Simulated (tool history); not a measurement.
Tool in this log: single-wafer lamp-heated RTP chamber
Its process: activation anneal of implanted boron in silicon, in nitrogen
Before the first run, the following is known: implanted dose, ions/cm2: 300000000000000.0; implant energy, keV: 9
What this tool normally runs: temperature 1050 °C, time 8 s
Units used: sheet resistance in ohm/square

run    hour  temperature  time  read-back reference wafer on the same gauge, sheet resistance  sheet resistance
  1       0         1065     8                                                         347.37            338.07
  2    36.7         1065     8                                                         347.42            338.74
  3    82.1         1050     8                                                         347.45            338.31
  4   124.8         1050     8                                                         347.48             337.8
  5   157.9         1050     8                                                         347.23            339.34
        233  -- gauge calibrated
  6   242.5         1050     8                                                         353.26            344.34
  7   286.2         1050     8                                                         352.56             342.8
      301.3  -- reflector plate cleaned
  8   310.7         1050     8                                                         352.47             343.4
  9     345         1050    10                                                         352.08             343.1
 10   382.6         1050    10                                                         352.01            342.69
      411.3  -- pyrometer window cleaned and pyrometer calibrated
 11   432.3         1063     4                                                          351.6            342.99
 12   466.8         1067    13                                                         351.37            339.73
 13   524.8         1041     5                                                         351.24            343.69
 14   558.2         1038     3                                                         350.97            344.49
 15   627.9         1025    11                                                         350.65            342.51
 16   664.5         1039     5                                                         350.23             343.8
 17     711         1050     8                                                         350.49            340.92
 18   762.1         1025     5                                                         349.87            343.52
      796.5  -- reflector plate cleaned
 19     797         1075    10                                                         349.79            339.06
 20     854         1042     5                                                         349.64            341.79
      891.7  -- pyrometer window cleaned and pyrometer calibrated
 21   916.8         1050     8                                                         349.51            340.35
 22   976.2         1050     5                                                         349.12            342.36
 23  1044.5         1025    11                                                          349.3            341.28
 24    1103         1050    11                                                         349.01            339.61
 25  1138.9         1028     8                                                         349.08            342.23

For run 26, what comes out?
 26  1189.4         1050     8                                                              ?                 ?

Logged for run 26: read-back reference wafer on the same gauge, sheet resistance 348.76, sheet resistance 340.2 ohm/square.
Were there no unlogged condition in the tool, this run, its random variation unchanged, would have produced sheet resistance 344.17 ohm/square.

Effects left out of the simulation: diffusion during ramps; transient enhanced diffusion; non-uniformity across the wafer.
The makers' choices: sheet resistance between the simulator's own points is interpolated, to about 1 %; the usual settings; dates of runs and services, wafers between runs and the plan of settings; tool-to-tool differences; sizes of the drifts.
